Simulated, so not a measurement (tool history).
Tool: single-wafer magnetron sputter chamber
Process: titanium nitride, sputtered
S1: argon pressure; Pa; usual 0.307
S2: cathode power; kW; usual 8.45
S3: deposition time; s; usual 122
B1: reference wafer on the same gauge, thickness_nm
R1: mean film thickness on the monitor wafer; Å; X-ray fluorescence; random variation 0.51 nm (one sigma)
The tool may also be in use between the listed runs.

| run | hour | S1 | S2 | S3 | B1 | R1 |
|---|---|---|---|---|---|---|
| 1 | 0 | 0.307 | 9.15 | 141 | 202.987 | 2348.54 |
| 2 | 28.6 | 0.307 | 9.15 | 141 | 203.058 | 2341.14 |
| 3 | 49.6 | 0.307 | 8.45 | 122 | 203.087 | 1897.94 |
| 4 | 69.1 | 0.307 | 8.45 | 122 | 203.103 | 1900.75 |
| 5 | 170.3 | 0.307 | 8.45 | 122 | 203.026 | 1897.49 |
| 6 | 206.1 | 0.307 | 8.45 | 111 | 202.936 | 1732.81 |
| 7 | 218.1 | 0.307 | 8.45 | 111 | 202.871 | 1723.42 |
| 8 | 235.2 | 0.307 | 8.45 | 111 | 202.991 | 1726.14 |
|  | 310.9 | magnet pack replaced |
| 9 | 325.6 | 0.307 | 8.45 | 141 | 202.997 | 2208.43 |
| 10 | 342.1 | 0.307 | 8.45 | 141 | 202.986 | 2201.59 |
| 11 | 354.3 | 0.307 | 6.9 | 122 | 202.982 | 1621.03 |
|  | 378.1 | sputter target and shields replaced |
| 12 | 382.3 | 0.307 | 8.45 | 122 | 203.073 | 1899.69 |
| 13 | 414.2 | 0.307 | 8.45 | 133 | 203.047 | 2071.06 |
|  | 424.4 | gauge calibrated |
| 14 | 434.9 | 0.307 | 8.45 | 122 | 203.102 | 1901.89 |
| 15 | 464.2 | 0.307 | 8.45 | 122 | 203.071 | 1906.82 |
| 16 | 483 | 0.307 | 8.45 | 122 | 202.97 | 1907.52 |
| 17 | 498.5 | 0.307 | 8.45 | 141 | 203.028 | 2196.89 |
| 18 | 539.1 | 0.413 | 8.45 | 144 | 202.943 | 2146.77 |
| 19 | 560.9 | 0.307 | 9.15 | 141 | 202.928 | 2353.76 |
| 20 | 581.3 | 0.307 | 8.45 | 122 | 202.941 | 1908.71 |
| 21 | 616.7 | 0.344 | 8.45 | 122 | 203.041 | 1868.77 |
| 22 | 629.4 | 0.274 | 6.7 | 136 | 202.99 | 1801.64 |
| 23 | 653.7 | 0.307 | 9.25 | 122 | 203.019 | 2044.43 |
|  | 681.4 | capacitance manometer re-zeroed and calibrated |
| 24 | 712.6 | 0.395 | 7.6 | 140 | 202.891 | 1865.96 |
| 25 | 739.1 | 0.385 | 7.25 | 144 | 202.936 | 1859.23 |
| 26 | 771.7 | 0.27 | 6.9 | 122 | 202.998 | 1619.2 |
| 27 | 801.4 | 0.236 | 9.25 | 122 | 203.115 | 2091.4 |
| 28 | 835.4 | 0.307 | 8.45 | 122 | 202.98 | 1861.61 |
| 29 | 860.3 | 0.307 | 8.45 | 122 | 202.972 | 1858.67 |
| 30 | 879.5 | 0.227 | 10 | 144 | 203.009 | 2628.04 |
| 31 | 897.5 | 0.307 | 9.85 | 135 | 203.023 | 2340.4 |
| 32 | 931.5 | 0.307 | 8.45 | 122 | 202.967 | 1855.77 |

What the log doesn't show, run by run:
deposition rate above that of a new target (%): 0 in every run
gauge reads high (%): 0 in every run
H1: true argon pressure above the setpoint (%)
| run | H1 |
|---|---|
| 1 | -12.9 |
| 2 | -12.9 |
| 3 | -13 |
| 4 | -13 |
| 5 | -13.2 |
| 6 | -13.2 |
| 7 | -13.3 |
| 8 | -13.3 |
| 9 | -13.4 |
| 10 | -13.5 |
| 11 | -13.5 |
| 12 | -13.5 |
| 13 | -13.6 |
| 14 | -13.6 |
| 15 | -13.6 |
| 16 | -13.6 |
| 17 | -13.7 |
| 18 | -13.7 |
| 19 | -13.7 |
| 20 | -13.8 |
| 21 | -13.8 |
| 22 | -13.8 |
| 23 | -13.8 |
| 24 | 0.841 |
| 25 | 0.414 |
| 26 | -0.0961 |
| 27 | -0.545 |
| 28 | -1.04 |
| 29 | -1.39 |
| 30 | -1.66 |
| 31 | -1.9 |
| 32 | -2.35 |
